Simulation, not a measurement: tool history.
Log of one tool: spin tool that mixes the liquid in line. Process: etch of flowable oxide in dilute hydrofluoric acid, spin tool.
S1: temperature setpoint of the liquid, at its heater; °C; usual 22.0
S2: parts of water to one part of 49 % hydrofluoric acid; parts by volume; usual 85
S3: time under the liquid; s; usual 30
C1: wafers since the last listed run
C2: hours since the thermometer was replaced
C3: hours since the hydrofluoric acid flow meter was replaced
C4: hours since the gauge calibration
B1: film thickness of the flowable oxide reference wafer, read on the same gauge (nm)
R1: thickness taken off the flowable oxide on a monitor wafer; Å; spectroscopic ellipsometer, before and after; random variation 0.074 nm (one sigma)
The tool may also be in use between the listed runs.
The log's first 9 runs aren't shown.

run    hour    S1   S2  S3    C1      C2      C3      C4     B1     R1
 10   627.5  22.0   85  30  1102   591.3  1203.1  1932.8  39.99  159.2
      653.0  -- gauge calibrated
 11   706.5  22.0   85  30  1127   670.3  1282.1    53.5  40.00  159.7
 12   753.1  22.0   85  30   664   716.9  1328.7   100.1  40.02  158.6
 13   823.7  25.0   55  40  1007   787.5  1399.3   170.7  39.95  385.8
 14   883.4  22.0   85  30   851   847.2  1459.0   230.4  40.00  158.2
 15   963.1  22.0   55  15  1136   926.9  1538.7   310.1  40.03  125.8
 16  1074.3  22.0   85  30  1586  1038.1  1649.9   421.3  39.98  155.5
     1109.2  -- thermometer replaced
 17  1138.7  22.0  110  40   904    29.5  1714.3   485.7  40.01  164.5
     1165.0  -- hydrofluoric acid flow meter replaced
 18  1209.3  22.0   85  30   992   100.1    44.3   556.3  39.97  163.2
 19  1291.1  22.0   85  30  1166   181.9   126.1   638.1  40.00  163.4
 20  1392.3  22.0   85  30  1443   283.1   227.3   739.3  40.00  163.9
 21  1483.8  20.0  110  45  1305   374.6   318.8   830.8  39.95  167.2
 22  1570.6  22.0   85  30  1238   461.4   405.6   917.6  40.05  162.5
 23  1652.2  20.5   55  50  1164   543.0   487.2   999.2  40.05  403.5
 24  1714.2  17.5   95  30   884   605.0   549.2  1061.2  39.99  117.3
 25  1773.1  24.0  105  15   840   663.9   608.1  1120.1  39.97   68.4
 26  1864.4  27.0  100  25  1302   755.2   699.4  1211.4  39.96  135.7
 27  1933.0  18.0   85  30   978   823.8   768.0  1280.0  40.00  134.2
 28  2161.8  22.0   85  30  3264  1052.6   996.8  1508.8  40.01  157.5
 29  2212.6  20.0  105  15   724  1103.4  1047.6  1559.6  39.95   57.4
 30  2278.4  18.5  110  40   938  1169.2  1113.4  1625.4  39.98  135.5
 31  2342.2  20.5  110  15   910  1233.0  1177.2  1689.2  40.02   55.0
     2381.2  -- thermometer replaced
 32  2430.6  17.5   70  30  1246    49.4  1265.6  1777.6  40.01  166.7

Forecast each of these 5 alternatives for the next run:
  A  2431.0  22.0   85  30   5  49.8  1266.0  1778.0   ?   ?
  B  2431.0  22.0   85  40   5  49.8  1266.0  1778.0   ?   ?
  C  2431.0  19.5   85  20   5  49.8  1266.0  1778.0   ?   ?
  D  2431.0  22.0   85  50   5  49.8  1266.0  1778.0   ?   ?
  E  2431.0  26.5  120  25   5  49.8  1266.0  1778.0   ?   ?

run     B1     R1
  A  40.02  163.2
  B  40.02  217.6
  C  40.02   98.1
  D  40.02  272.1
  E  40.02  110.3
Without the tool's hidden state the same runs would have given:
run     R1
  A  164.9
  B  219.9
  C   99.2
  D  274.8
  E  111.3
